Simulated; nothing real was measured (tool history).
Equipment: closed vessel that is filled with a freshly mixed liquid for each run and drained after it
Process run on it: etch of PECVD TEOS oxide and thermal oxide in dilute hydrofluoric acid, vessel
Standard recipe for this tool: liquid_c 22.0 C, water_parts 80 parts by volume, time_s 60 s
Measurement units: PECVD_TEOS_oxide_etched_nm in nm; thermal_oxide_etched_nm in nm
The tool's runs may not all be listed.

run	hour	liquid_c	water_parts	time_s	read-back film thickness of the PECVD TEOS oxide reference wafer, read on the same gauge (nm)	read-back film thickness of the thermal oxide reference wafer, read on the same gauge (nm)	PECVD_TEOS_oxide_etched_nm	thermal_oxide_etched_nm
1	0.0	22.0	80	60	119.99	59.989	20.99	3.671
2	47.9	22.0	80	60	120.01	59.987	21.19	3.722
# hour 67.7: hydrofluoric acid flow meter replaced
3	73.2	22.0	90	60	119.97	60.012	17.82	3.132
4	136.5	22.0	90	60	119.98	59.985	17.86	3.161
5	189.8	25.5	80	60	119.98	59.986	23.48	4.116
6	248.2	22.0	80	45	119.98	59.991	15.36	2.696
7	300.8	22.0	65	60	120.02	60.000	25.73	4.452
8	362.0	22.0	80	60	120.00	60.017	20.49	3.592
# hour 476.7: gauge calibrated
9	487.8	22.0	110	80	119.99	59.997	19.37	3.375
10	527.4	22.0	80	60	120.04	59.966	20.67	3.643
11	565.6	17.0	80	60	120.03	59.991	16.66	2.923
# hour 574.0: hydrofluoric acid flow meter replaced
12	620.5	22.0	60	80	119.99	60.041	36.12	6.380
13	652.4	24.5	55	60	120.01	60.016	33.07	5.841
14	711.3	22.0	115	60	119.99	60.024	13.37	2.371
15	775.7	17.0	40	45	119.98	59.983	25.25	4.472
# hour 832.1: thermometer replaced
16	838.9	25.5	80	60	120.00	60.018	24.11	4.275
17	870.9	20.5	50	75	120.02	59.976	40.89	7.151
18	987.6	26.5	50	90	120.01	60.020	63.28	11.231
19	1023.5	22.0	80	60	119.99	60.001	21.01	3.689
20	1068.6	17.0	100	95	119.99	59.993	21.41	3.736
# hour 1077.0: hydrofluoric acid flow meter replaced
21	1123.5	25.0	80	60	120.00	60.015	23.04	4.031

Consider 4 possible next runs. They are alternatives, not a sequence: every one starts from the tool as it was left by run 21. What does each give?
A	1124.2	22.0	80	35	?	?	?	?
B	1124.2	18.0	80	30	?	?	?	?
C	1124.2	25.0	55	60	?	?	?	?
D	1124.2	22.0	80	30	?	?	?	?

run	read-back film thickness of the PECVD TEOS oxide reference wafer, read on the same gauge (nm)	read-back film thickness of the thermal oxide reference wafer, read on the same gauge (nm)	PECVD_TEOS_oxide_etched_nm	thermal_oxide_etched_nm
A	119.97	59.999	11.86	2.094
B	119.97	59.999	8.60	1.519
C	119.97	59.999	34.49	6.093
D	119.97	59.999	10.16	1.795
The same runs, with their run-to-run variation unchanged, on a tool lacking any hidden condition would have given:
run	PECVD_TEOS_oxide_etched_nm	thermal_oxide_etched_nm
A	11.99	2.119
B	8.70	1.537
C	34.89	6.164
D	10.28	1.816

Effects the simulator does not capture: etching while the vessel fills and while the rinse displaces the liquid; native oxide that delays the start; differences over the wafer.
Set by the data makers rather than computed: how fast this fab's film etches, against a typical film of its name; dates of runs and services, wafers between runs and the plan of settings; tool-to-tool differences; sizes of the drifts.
